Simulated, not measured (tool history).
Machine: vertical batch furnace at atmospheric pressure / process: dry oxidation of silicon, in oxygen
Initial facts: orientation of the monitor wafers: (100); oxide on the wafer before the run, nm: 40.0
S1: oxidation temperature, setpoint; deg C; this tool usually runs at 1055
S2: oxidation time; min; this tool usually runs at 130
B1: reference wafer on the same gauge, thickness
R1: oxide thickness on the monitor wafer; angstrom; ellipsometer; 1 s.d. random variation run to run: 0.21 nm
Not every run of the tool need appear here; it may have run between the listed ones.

run,hour,S1,S2,B1,R1
1,0,1055,130,126.98,1417.1
2,29,1055,130,127.04,1416.3
3,55.8,1055,130,126.98,1413.5
4,91.8,1055,103,127,1244.7
5,126.4,1055,130,127,1417.9
6,148.8,1055,130,126.92,1414.1
7,165.9,1055,130,127.02,1419.3
8,200,1055,95,127,1189.9
# hour 206.5: gauge calibrated
9,289,1055,130,126.97,1414
10,304.7,1055,130,126.93,1410.6
# hour 332.6: boat lift adjusted
11,334.2,1072,162.5,126.98,1830.6
12,356.4,1075,192.5,126.92,2050.9
13,384.4,1076,159,126.96,1854.5
# hour 409.7: thermocouples replaced and temperature profile calibrated
14,414,1072,162.5,126.98,1787.1
15,447.4,1078,104,127.05,1443.6
16,495.8,1055,186,127.03,1736.5
17,508.6,1078,104,127.01,1447.4
18,524.5,1055,189,127.05,1751.1
19,544.3,1055,130,126.94,1419.8
20,577.5,1063,130,127.01,1491.6

Selected run-to-run steps in R1, each split into two signed amounts: the part the tool would show with no hidden state at all (from settings, incoming material and random variation), and the remainder, which goes to the hidden state together with any gauge scatter not common to the measured and the hidden-state-free results:
The tool's hidden condition here consists of: true tube temperature minus thermocouple reading, K; monitor wafer colder than the profiled boat position, K; gauge reads high (%).
Run 10 -> 11: S1 1055 -> 1072, S2 130 -> 162.5, boat lift adjusted. R1 +420 angstrom: hidden state +41.7, all else +378.3.
Run 13 -> 14: S1 1076 -> 1072, S2 159 -> 162.5, thermocouples replaced and temperature profile calibrated. R1 -67.4 angstrom: hidden state -39.5, all else -27.9.
Run 14 -> 15: S1 1072 -> 1078, S2 162.5 -> 104. R1 -343.5 angstrom: hidden state -0.8, all else -342.7.
